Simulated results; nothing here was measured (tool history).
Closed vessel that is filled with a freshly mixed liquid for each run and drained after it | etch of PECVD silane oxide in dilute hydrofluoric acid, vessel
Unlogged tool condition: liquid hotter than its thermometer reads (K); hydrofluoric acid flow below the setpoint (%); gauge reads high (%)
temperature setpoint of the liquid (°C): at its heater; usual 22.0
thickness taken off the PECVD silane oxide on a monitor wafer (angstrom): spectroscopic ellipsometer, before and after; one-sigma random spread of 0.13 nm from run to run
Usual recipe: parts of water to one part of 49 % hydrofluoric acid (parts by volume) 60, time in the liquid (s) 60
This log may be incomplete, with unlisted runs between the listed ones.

run   hour  temperature setpoint of the liquid (°C)  parts of water to one part of 49 % hydrofluoric acid (parts by volume)  time in the liquid (s)  wafers since the last listed run  hours since the thermometer was replaced  hours since the hydrofluoric acid flow meter was replaced  hours since the gauge calibration  read-back film thickness of the PECVD silane oxide reference wafer, read on the same gauge (nm)  thickness taken off the PECVD silane oxide on a monitor wafer (angstrom)
  1    0.0                                     22.0                                                                      60                      60                                 0                                    2216.5                                                      934.3                              366.3                                                                                            59.98                                                                     129.9
      28.2  -- gauge calibrated
  2  100.3                                     22.0                                                                      60                      60                             11533                                    2316.8                                                     1034.6                               72.1                                                                                            59.98                                                                     126.8
  3  114.8                                     22.0                                                                      60                      60                              1667                                    2331.3                                                     1049.1                               86.6                                                                                            60.00                                                                     124.5
  4  141.1                                     22.0                                                                      60                      60                              3024                                    2357.6                                                     1075.4                              112.9                                                                                            60.00                                                                     123.1
  5  202.2                                     22.0                                                                      60                      60                              7025                                    2418.7                                                     1136.5                              174.0                                                                                            60.02                                                                     124.8
  6  238.0                                     22.0                                                                      60                      60                              4116                                    2454.5                                                     1172.3                              209.8                                                                                            59.98                                                                     123.8
  7  250.7                                     22.0                                                                      80                      60                              1460                                    2467.2                                                     1185.0                              222.5                                                                                            60.00                                                                      92.0
  8  266.4                                     22.0                                                                      60                      60                              1805                                    2482.9                                                     1200.7                              238.2                                                                                            60.00                                                                     123.2
  9  302.0                                     22.0                                                                      60                      60                              4093                                    2518.5                                                     1236.3                              273.8                                                                                            59.99                                                                     122.3
     315.3  -- hydrofluoric acid flow meter replaced
     327.0  -- thermometer replaced
 10  329.5                                     18.5                                                                      45                      70                              2932                                       2.5                                                       14.2                              301.3                                                                                            60.01                                                                     192.1
     344.9  -- gauge calibrated
 11  347.6                                     22.0                                                                      60                      60                              2081                                      20.6                                                       32.3                                2.7                                                                                            60.02                                                                     140.3
 12  362.2                                     22.0                                                                      60                      45                              1678                                      35.2                                                       46.9                               17.3                                                                                            60.02                                                                     104.3
 13  384.5                                     24.5                                                                      60                      60                              2564                                      57.5                                                       69.2                               39.6                                                                                            60.00                                                                     153.8
 14  405.2                                     22.0                                                                      60                      60                              2380                                      78.2                                                       89.9                               60.3                                                                                            60.00                                                                     139.2
 15  428.8                                     26.5                                                                      85                      60                              2713                                     101.8                                                      113.5                               83.9                                                                                            60.00                                                                     114.9
 16  456.5                                     22.0                                                                      40                      30                              3185                                     129.5                                                      141.2                              111.6                                                                                            60.00                                                                     107.8
 17  472.3                                     22.0                                                                      40                      60                              1816                                     145.3                                                      157.0                              127.4                                                                                            60.01                                                                     210.5

The logged runs with the hidden state left out (each run's random variation unchanged):
run  thickness taken off the PECVD silane oxide on a monitor wafer (angstrom)
  1                                                                     143.4
  2                                                                     141.4
  3                                                                     139.1
  4                                                                     137.9
  5                                                                     140.7
  6                                                                     140.2
  7                                                                     104.6
  8                                                                     139.9
  9                                                                     139.4
 10                                                                     192.4
 11                                                                     140.8
 12                                                                     104.8
 13                                                                     154.9
 14                                                                     140.5
 15                                                                     116.2
 16                                                                     109.3
 17                                                                     213.7
